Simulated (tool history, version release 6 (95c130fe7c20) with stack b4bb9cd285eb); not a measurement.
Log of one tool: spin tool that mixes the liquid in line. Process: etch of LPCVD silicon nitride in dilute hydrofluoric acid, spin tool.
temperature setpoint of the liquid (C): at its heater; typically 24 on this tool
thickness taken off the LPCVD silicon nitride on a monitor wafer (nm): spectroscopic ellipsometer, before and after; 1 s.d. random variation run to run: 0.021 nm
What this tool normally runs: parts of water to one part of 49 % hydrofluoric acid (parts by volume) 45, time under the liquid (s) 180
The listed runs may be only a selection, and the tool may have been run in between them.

run	hour	temperature setpoint of the liquid (C)	parts of water to one part of 49 % hydrofluoric acid (parts by volume)	time under the liquid (s)	read-back film thickness of the LPCVD silicon nitride reference wafer, read on the same gauge (nm)	thickness taken off the LPCVD silicon nitride on a monitor wafer (nm)
1	0	24	55	180	130.005	1.514
2	98.7	24	45	180	130.012	1.877
# hour 130.6: hydrofluoric acid flow meter replaced
3	401.2	24	45	140	129.998	1.433
4	494.8	24	30	180	130.02	2.735
5	579.2	24	30	180	130.004	2.725
6	625.7	24	30	180	130.004	2.77
7	662.2	24	45	180	129.982	1.869
# hour 677.7: thermometer replaced
8	732.3	24	45	180	129.991	1.848
9	833.2	24	45	180	129.98	1.875
10	906.2	20.5	45	180	130.004	1.437
11	1009.2	20.5	45	180	129.992	1.486
12	1105.6	24	40	115	129.979	1.321
13	1145.6	24	45	180	129.989	1.874
14	1216.3	22.5	65	240	130.006	1.567
# hour 1282.1: hydrofluoric acid flow meter replaced
15	1300.2	25.5	65	180	129.976	1.459
16	1337.7	24	50	135	129.987	1.275
# hour 1413: gauge calibrated
17	1444.7	27	65	90	130.016	0.803
# hour 1471.9: thermometer replaced
18	1519.2	24	45	180	129.989	1.842
19	1588.3	20.5	35	285	130.02	2.918
20	1630.3	26	30	180	130.042	3.203
21	1676.4	24	55	75	130.013	0.631
22	1761.2	24	45	235	130.029	2.444
23	1850.2	24	65	180	130.013	1.278
24	1931.2	24	35	180	129.997	2.353
25	2011.5	25.5	50	180	130.004	1.835
26	2094.9	24	45	180	130.004	1.875
27	2132.4	24	45	110	129.96	1.131
28	2178.9	28.5	55	130	129.97	1.488
29	2245.1	21.5	30	250	130.005	3.2
# hour 2320.5: thermometer replaced
30	2334.4	22.5	65	240	129.998	1.539
# hour 2365.8: hydrofluoric acid flow meter replaced
31	2391.2	27	45	245	130.016	3.08
32	2450.1	24	60	260	129.988	2.024
33	2499.2	24	45	270	129.976	2.746

Run-by-run hidden state of the tool:
liquid hotter than its thermometer reads (K): 0 across all the runs
hydrofluoric acid flow above the setpoint (%): 0 across all the runs
gauge reads high (%): 0 across all the runs

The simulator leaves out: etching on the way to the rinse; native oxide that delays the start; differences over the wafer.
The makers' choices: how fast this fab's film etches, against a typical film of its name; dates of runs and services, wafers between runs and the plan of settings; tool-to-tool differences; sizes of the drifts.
